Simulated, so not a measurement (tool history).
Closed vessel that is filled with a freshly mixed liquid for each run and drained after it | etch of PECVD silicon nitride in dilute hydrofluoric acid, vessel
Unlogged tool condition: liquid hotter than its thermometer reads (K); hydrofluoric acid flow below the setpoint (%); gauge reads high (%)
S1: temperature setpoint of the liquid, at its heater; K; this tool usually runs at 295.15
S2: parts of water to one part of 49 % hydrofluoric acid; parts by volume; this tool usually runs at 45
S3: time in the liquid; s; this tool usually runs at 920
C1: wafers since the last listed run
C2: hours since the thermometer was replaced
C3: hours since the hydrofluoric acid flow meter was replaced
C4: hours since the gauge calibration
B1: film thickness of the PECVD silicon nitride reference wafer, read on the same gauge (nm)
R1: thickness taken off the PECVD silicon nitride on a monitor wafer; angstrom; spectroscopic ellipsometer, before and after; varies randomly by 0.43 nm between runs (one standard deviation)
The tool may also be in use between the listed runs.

| run | day | S1 | S2 | S3 | C1 | C2 | C3 | C4 | B1 | R1 |
|---|---|---|---|---|---|---|---|---|---|---|
| 1 | 0.000 | 295.15 | 45 | 920 | 0 | 1118.7 | 651.1 | 322.8 | 49.98 | 581.0 |
| 2 | 2.604 | 295.15 | 45 | 920 | 2073 | 1181.2 | 713.6 | 385.3 | 49.97 | 581.7 |
| 3 | 4.675 | 295.15 | 45 | 1060 | 1648 | 1230.9 | 763.3 | 435.0 | 50.04 | 673.6 |
| 4 | 6.379 | 291.65 | 45 | 920 | 1356 | 1271.8 | 804.2 | 475.9 | 50.00 | 465.2 |
| 5 | 7.504 | 291.65 | 45 | 920 | 895 | 1298.8 | 831.2 | 502.9 | 50.02 | 470.8 |
| 6 | 9.958 | 295.15 | 45 | 1340 | 1954 | 1357.7 | 890.1 | 561.8 | 49.99 | 865.3 |
| 7 | 11.850 | 295.15 | 45 | 1340 | 1506 | 1403.1 | 935.5 | 607.2 | 49.99 | 877.2 |
|  | 13.338 | thermometer replaced |
| 8 | 13.854 | 291.15 | 60 | 665 | 1562 | 12.4 | 983.6 | 655.3 | 50.00 | 272.8 |
|  | 14.804 | hydrofluoric acid flow meter replaced |
| 9 | 15.533 | 297.15 | 65 | 1365 | 1303 | 52.7 | 17.5 | 695.6 | 49.99 | 764.3 |
|  | 16.375 | gauge calibrated |
| 10 | 17.117 | 298.65 | 30 | 520 | 1260 | 90.7 | 55.5 | 17.8 | 49.96 | 695.4 |
|  | 17.608 | thermometer replaced, repeated, since the last time left the tool worse |
| 11 | 19.438 | 295.15 | 45 | 920 | 1814 | 43.9 | 111.2 | 73.5 | 49.97 | 533.2 |
| 12 | 20.888 | 295.15 | 45 | 1290 | 1154 | 78.7 | 146.0 | 108.3 | 50.02 | 733.5 |
| 13 | 22.762 | 292.15 | 30 | 920 | 1492 | 123.7 | 191.0 | 153.3 | 49.99 | 638.5 |
| 14 | 24.333 | 293.15 | 55 | 1220 | 1250 | 161.4 | 228.7 | 191.0 | 49.99 | 511.7 |

Alternative continuations, all from the tool just after run 14; predict every row:
| A | 24.371 | 295.15 | 45 | 1365 | 29 | 162.3 | 229.6 | 191.9 | ? | ? |
| B | 24.371 | 299.65 | 45 | 1145 | 29 | 162.3 | 229.6 | 191.9 | ? | ? |
| C | 24.371 | 297.15 | 65 | 1315 | 29 | 162.3 | 229.6 | 191.9 | ? | ? |
| D | 24.371 | 299.65 | 55 | 1135 | 29 | 162.3 | 229.6 | 191.9 | ? | ? |

| run | B1 | R1 |
|---|---|---|
| A | 49.96 | 789.2 |
| B | 49.96 | 896.4 |
| C | 49.96 | 607.4 |
| D | 49.96 | 729.5 |
Without the tool's unlogged condition, the same runs would have read:
| run | R1 |
|---|---|
| A | 776.3 |
| B | 882.3 |
| C | 597.7 |
| D | 718.0 |

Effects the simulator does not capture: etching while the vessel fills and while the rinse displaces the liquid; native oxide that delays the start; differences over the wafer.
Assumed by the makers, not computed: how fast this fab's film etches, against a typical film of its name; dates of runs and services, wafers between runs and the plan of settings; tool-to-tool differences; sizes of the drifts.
